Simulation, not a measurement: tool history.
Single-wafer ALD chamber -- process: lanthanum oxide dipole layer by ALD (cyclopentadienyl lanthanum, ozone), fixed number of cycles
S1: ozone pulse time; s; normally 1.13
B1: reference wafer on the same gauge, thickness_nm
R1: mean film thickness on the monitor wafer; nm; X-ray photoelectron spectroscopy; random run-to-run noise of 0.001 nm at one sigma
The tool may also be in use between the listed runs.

{"run": 1, "hour": 0.0, "S1": 1.13, "B1": 0.479, "R1": 0.506}
{"run": 2, "hour": 63.9, "S1": 1.13, "B1": 0.479, "R1": 0.505}
{"run": 3, "hour": 125.8, "S1": 0.89, "B1": 0.479, "R1": 0.48}
{"run": 4, "hour": 167.1, "S1": 1.13, "B1": 0.479, "R1": 0.507}
{"run": 5, "hour": 209.3, "S1": 0.8, "B1": 0.479, "R1": 0.465}
{"run": 6, "hour": 259.7, "S1": 0.8, "B1": 0.479, "R1": 0.466}
{"run": 7, "hour": 395.3, "S1": 1, "B1": 0.479, "R1": 0.493}
{"run": 8, "hour": 454.1, "S1": 1, "B1": 0.479, "R1": 0.491}
{"run": 9, "hour": 513.0, "S1": 1.28, "B1": 0.479, "R1": 0.517}
{"hour": 587.9, "done": "ozone generator serviced"}
{"run": 10, "hour": 588.4, "S1": 1.13, "B1": 0.479, "R1": 0.507}
{"run": 11, "hour": 604.4, "S1": 1.13, "B1": 0.479, "R1": 0.506}
{"run": 12, "hour": 663.2, "S1": 0.87, "B1": 0.479, "R1": 0.477}
{"hour": 680.5, "done": "thermocouple changed; heater temperature recalibrated"}
{"run": 13, "hour": 728.2, "S1": 0.87, "B1": 0.479, "R1": 0.475}
{"run": 14, "hour": 769.0, "S1": 0.87, "B1": 0.479, "R1": 0.475}
{"run": 15, "hour": 801.6, "S1": 1.44, "B1": 0.479, "R1": 0.529}
{"run": 16, "hour": 854.1, "S1": 1.32, "B1": 0.479, "R1": 0.519}
{"hour": 909.1, "done": "showerhead replaced"}
{"run": 17, "hour": 909.6, "S1": 0.86, "B1": 0.479, "R1": 0.472}
{"run": 18, "hour": 1007.5, "S1": 0.79, "B1": 0.479, "R1": 0.463}
{"run": 19, "hour": 1066.9, "S1": 1.34, "B1": 0.479, "R1": 0.522}
{"hour": 1067.6, "done": "gauge calibrated"}
{"run": 20, "hour": 1128.5, "S1": 0.79, "B1": 0.48, "R1": 0.463}
{"run": 21, "hour": 1165.1, "S1": 1.29, "B1": 0.479, "R1": 0.518}
{"run": 22, "hour": 1213.7, "S1": 1.13, "B1": 0.479, "R1": 0.506}
{"run": 23, "hour": 1264.3, "S1": 0.97, "B1": 0.479, "R1": 0.491}
{"run": 24, "hour": 1289.7, "S1": 1.13, "B1": 0.479, "R1": 0.506}
{"run": 25, "hour": 1354.1, "S1": 1.13, "B1": 0.479, "R1": 0.507}
{"run": 26, "hour": 1382.7, "S1": 0.7, "B1": 0.479, "R1": 0.448}
{"run": 27, "hour": 1431.4, "S1": 1.13, "B1": 0.479, "R1": 0.505}
{"run": 28, "hour": 1457.4, "S1": 1.25, "B1": 0.479, "R1": 0.516}
{"run": 29, "hour": 1520.5, "S1": 1.38, "B1": 0.479, "R1": 0.524}
{"run": 30, "hour": 1575.2, "S1": 0.82, "B1": 0.479, "R1": 0.467}
{"run": 31, "hour": 1635.9, "S1": 0.85, "B1": 0.479, "R1": 0.473}
{"run": 32, "hour": 1663.3, "S1": 1.43, "B1": 0.479, "R1": 0.529}

Forecast run 33:
{"run": 33, "hour": 1710.6, "S1": 1.42, "B1": "?", "R1": "?"}

Run 33 gave B1 0.479, R1 0.525 nm.
The same run, on a tool lacking any hidden state, would have yielded R1 0.525 nm.

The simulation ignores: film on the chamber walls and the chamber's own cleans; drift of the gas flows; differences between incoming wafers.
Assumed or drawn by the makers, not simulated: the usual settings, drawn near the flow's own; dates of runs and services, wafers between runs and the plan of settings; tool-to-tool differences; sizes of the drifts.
